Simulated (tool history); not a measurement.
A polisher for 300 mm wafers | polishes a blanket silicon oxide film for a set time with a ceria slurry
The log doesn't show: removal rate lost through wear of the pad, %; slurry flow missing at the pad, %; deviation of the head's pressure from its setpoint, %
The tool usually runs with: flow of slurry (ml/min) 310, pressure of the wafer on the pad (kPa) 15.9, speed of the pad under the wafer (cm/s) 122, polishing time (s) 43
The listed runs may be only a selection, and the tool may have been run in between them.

| run | hour | flow of slurry (ml/min) | pressure of the wafer on the pad (kPa) | speed of the pad under the wafer (cm/s) | polishing time (s) | wafers since the last listed run | wafers polished on this pad | hours since the slurry nozzle was cleaned | hours since the head pressure was calibrated | incoming thickness of the incoming film, nm | film removed (angstrom) |
|---|---|---|---|---|---|---|---|---|---|---|---|
| 1 | 0.0 | 310 | 15.9 | 122 | 43 | 0 | 118 | 411.4 | 1024.5 | 1780.2 | 1455 |
| 2 | 32.2 | 310 | 15.9 | 122 | 43 | 365 | 484 | 443.6 | 1056.7 | 1783.1 | 1433 |
| 3 | 53.4 | 310 | 15.9 | 154 | 43 | 240 | 725 | 464.8 | 1077.9 | 1765.4 | 1831 |
|  | 80.7 | worn pad replaced by a new one |
| 4 | 86.1 | 310 | 15.9 | 122 | 43 | 325 | 60 | 497.5 | 1110.6 | 1755.2 | 1462 |
| 5 | 106.5 | 310 | 15.9 | 122 | 43 | 231 | 292 | 517.9 | 1131.0 | 1762.9 | 1435 |
| 6 | 124.8 | 310 | 15.9 | 122 | 43 | 207 | 500 | 536.2 | 1149.3 | 1730.8 | 1407 |
| 7 | 146.5 | 310 | 15.9 | 122 | 43 | 246 | 746 | 557.9 | 1171.0 | 1750.4 | 1429 |
|  | 160.3 | worn pad replaced by a new one |
| 8 | 163.0 | 255 | 15.9 | 122 | 43 | 141 | 30 | 574.4 | 1187.5 | 1753.6 | 1412 |
| 9 | 190.2 | 310 | 11.7 | 122 | 43 | 308 | 339 | 601.6 | 1214.7 | 1768.1 | 1112 |
| 10 | 214.5 | 245 | 20.0 | 152 | 54 | 275 | 615 | 625.9 | 1239.0 | 1720.8 | 2712 |
|  | 216.2 | slurry nozzle cleaned |
|  | 228.1 | head pressure recalibrated |
|  | 236.5 | worn pad replaced by a new one |
| 11 | 249.7 | 310 | 15.9 | 122 | 43 | 320 | 149 | 33.5 | 21.6 | 1750.8 | 1412 |
| 12 | 285.1 | 275 | 11.0 | 122 | 43 | 401 | 551 | 68.9 | 57.0 | 1723.2 | 1031 |
| 13 | 301.4 | 310 | 12.4 | 122 | 43 | 185 | 736 | 85.2 | 73.3 | 1785.9 | 1160 |
| 14 | 317.8 | 310 | 15.9 | 96 | 49 | 186 | 922 | 101.6 | 89.7 | 1754.7 | 1292 |

Each row is a separate what-if for the run after 14, all from the same tool condition, not one after another. Results?
| A | 318.2 | 310 | 15.9 | 122 | 43 | 4 | 927 | 102.0 | 90.1 | 1738.8 | ? |
| B | 318.2 | 275 | 15.9 | 122 | 43 | 4 | 927 | 102.0 | 90.1 | 1738.8 | ? |
| C | 318.2 | 310 | 15.9 | 122 | 54 | 4 | 927 | 102.0 | 90.1 | 1738.8 | ? |
| D | 318.2 | 410 | 19.3 | 96 | 49 | 4 | 927 | 102.0 | 90.1 | 1738.8 | ? |

| run | film removed (angstrom) |
|---|---|
| A | 1457 |
| B | 1440 |
| C | 1830 |
| D | 1593 |
Stripped of hidden state, with their random variation kept, the same runs would have yielded:
| run | film removed (angstrom) |
|---|---|
| A | 1457 |
| B | 1440 |
| C | 1830 |
| D | 1593 |

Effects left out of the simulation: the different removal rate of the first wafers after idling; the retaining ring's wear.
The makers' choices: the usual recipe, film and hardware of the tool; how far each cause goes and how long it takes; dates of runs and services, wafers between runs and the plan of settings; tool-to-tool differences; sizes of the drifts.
